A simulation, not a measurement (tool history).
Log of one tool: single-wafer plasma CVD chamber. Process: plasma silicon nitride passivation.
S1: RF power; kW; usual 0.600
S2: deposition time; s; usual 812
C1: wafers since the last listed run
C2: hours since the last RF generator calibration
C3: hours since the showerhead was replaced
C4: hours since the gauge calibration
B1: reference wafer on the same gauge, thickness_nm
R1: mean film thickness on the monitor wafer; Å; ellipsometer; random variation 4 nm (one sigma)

run,hour,S1,S2,C1,C2,C3,C4,B1,R1
1,0.0,0.600,694,0,167.5,1434.9,674.9,1250.404,10748.07
2,62.5,0.600,694,117,230.0,1497.4,737.4,1249.366,10760.30
3,114.4,0.685,812,97,281.9,1549.3,789.3,1250.864,12859.12
4,203.2,0.685,812,167,370.7,1638.1,878.1,1249.741,12887.07
5,252.2,0.600,812,92,419.7,1687.1,927.1,1249.870,12503.94
6,475.7,0.600,812,420,643.2,1910.6,1150.6,1250.936,12464.04
7,577.8,0.600,812,192,745.3,2012.7,1252.7,1250.129,12468.04
8,636.2,0.640,761,109,803.7,2071.1,1311.1,1250.917,11779.02
9,740.8,0.640,761,196,908.3,2175.7,1415.7,1248.399,11766.65
10,789.7,0.600,812,91,957.2,2224.6,1464.6,1250.713,12335.96
# hour 830.1: RF generator calibrated
11,847.7,0.600,812,94,17.6,2282.6,1522.6,1250.290,12605.93
12,892.9,0.600,812,85,62.8,2327.8,1567.8,1250.037,12589.34
13,949.6,0.600,812,106,119.5,2384.5,1624.5,1249.565,12535.58
14,1032.0,0.600,812,154,201.9,2466.9,1706.9,1249.715,12629.75
# hour 1085.9: showerhead replaced
15,1105.4,0.600,812,123,275.3,19.5,1780.3,1250.841,12632.54
16,1178.2,0.700,929,136,348.1,92.3,1853.1,1250.535,14774.97
17,1256.3,0.670,700,146,426.2,170.4,1931.2,1249.648,11064.57
18,1360.8,0.700,854,196,530.7,274.9,2035.7,1249.514,13601.59
19,1465.8,0.655,897,197,635.7,379.9,2140.7,1251.799,14026.11
20,1507.0,0.600,812,77,676.9,421.1,2181.9,1251.229,12487.19
# hour 1546.6: gauge calibrated
21,1676.7,0.600,670,319,846.6,590.8,130.1,1249.394,10252.87
22,1746.6,0.560,687,131,916.5,660.7,200.0,1249.181,10298.89
# hour 1783.3: RF generator calibrated
23,1818.5,0.600,812,120,35.2,732.6,271.9,1248.925,12523.48
24,1904.5,0.560,937,161,121.2,818.6,357.9,1250.639,14390.12
25,1995.3,0.645,812,170,212.0,909.4,448.7,1249.283,12742.80
26,2081.2,0.700,854,161,297.9,995.3,534.6,1249.383,13697.81
27,2118.3,0.600,812,69,335.0,1032.4,571.7,1250.524,12541.06
28,2184.0,0.640,761,123,400.7,1098.1,637.4,1248.498,11925.96
29,2268.2,0.520,663,158,484.9,1182.3,721.6,1248.999,9992.87
30,2357.8,0.600,812,168,574.5,1271.9,811.2,1249.787,12535.41

Hidden state at the last listed run before each entry between runs and at the first one after, where it differs:
Between runs 10 and 11: RF generator calibrated (hour 830.1)
  delivered RF power above the setpoint (%): -9.37 -> -0.435
  measured less the result without the state, R1: -231.52 -> -10.58 Å
Between runs 14 and 15: showerhead replaced (hour 1085.9)
  delivered RF power above the setpoint (%): -0.823 -> -1.16
  measured less the result without the state, R1: -20.06 -> -28.28 Å
Between runs 20 and 21: gauge calibrated (hour 1546.6)
  delivered RF power above the setpoint (%): -4.82 -> -7.3
  measured less the result without the state, R1: -118.17 -> -148.44 Å
Between runs 22 and 23: RF generator calibrated (hour 1783.3)
  delivered RF power above the setpoint (%): -8.48 -> -0.551
  measured less the result without the state, R1: -174.12 -> -13.29 Å
